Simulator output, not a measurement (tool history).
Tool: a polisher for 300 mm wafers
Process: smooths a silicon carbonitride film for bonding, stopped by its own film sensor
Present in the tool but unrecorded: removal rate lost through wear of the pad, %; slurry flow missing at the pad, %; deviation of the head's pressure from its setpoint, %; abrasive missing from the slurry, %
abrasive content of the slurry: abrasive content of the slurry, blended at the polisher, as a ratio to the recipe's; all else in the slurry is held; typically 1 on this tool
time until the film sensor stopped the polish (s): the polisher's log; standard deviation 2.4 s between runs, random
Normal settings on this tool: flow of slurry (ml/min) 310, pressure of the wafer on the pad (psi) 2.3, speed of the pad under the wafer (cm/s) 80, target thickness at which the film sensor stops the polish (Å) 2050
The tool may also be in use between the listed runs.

run	day	flow of slurry (ml/min)	pressure of the wafer on the pad (psi)	speed of the pad under the wafer (cm/s)	abrasive content of the slurry	target thickness at which the film sensor stops the polish (Å)	wafers since the last listed run	wafers polished on this pad	hours since the slurry nozzle was cleaned	hours since the head pressure was calibrated	hours since the slurry blender was calibrated	incoming thickness of the incoming film, nm	time until the film sensor stopped the polish (s)
1	0.000	310	1.9	80	1	1990	0	128	226.2	538.8	156.2	239.1	184.5
# day 0.088: slurry nozzle cleaned
2	1.200	310	1.9	80	1	1990	140	268	26.7	567.6	185.0	243.0	187.4
3	2.412	310	2.3	80	1	2050	146	415	55.8	596.7	214.1	241.5	144.4
4	3.825	310	2.3	80	1	2050	170	586	89.7	630.6	248.0	238.6	134.3
5	4.904	310	2.3	80	1	2050	130	716	115.6	656.5	273.9	241.3	142.7
# day 6.888: slurry blender recalibrated
6	6.908	310	2.3	80	1	2050	232	948	163.7	704.6	0.5	238.4	135.2
# day 7.592: worn pad replaced by a new one
# day 8.933: slurry nozzle cleaned
7	9.342	310	2.3	80	1	2050	268	206	9.8	763.0	58.9	242.9	144.4
8	12.254	310	2.3	80	1	2050	352	558	79.7	832.9	128.8	239.3	140.6
9	14.296	310	2.3	80	1	2050	246	805	128.7	881.9	177.8	237.2	131.3

For run 10, what comes out?
# day 15.817: worn pad replaced by a new one
10	16.350	310	2.3	80	1	2050	228	64	178.0	931.2	227.1	241.8	?

Logged for run 10: time until the film sensor stopped the polish (s) 150.7.
Minus the tool's unlogged condition, the same run would have read time until the film sensor stopped the polish (s) 140.6.
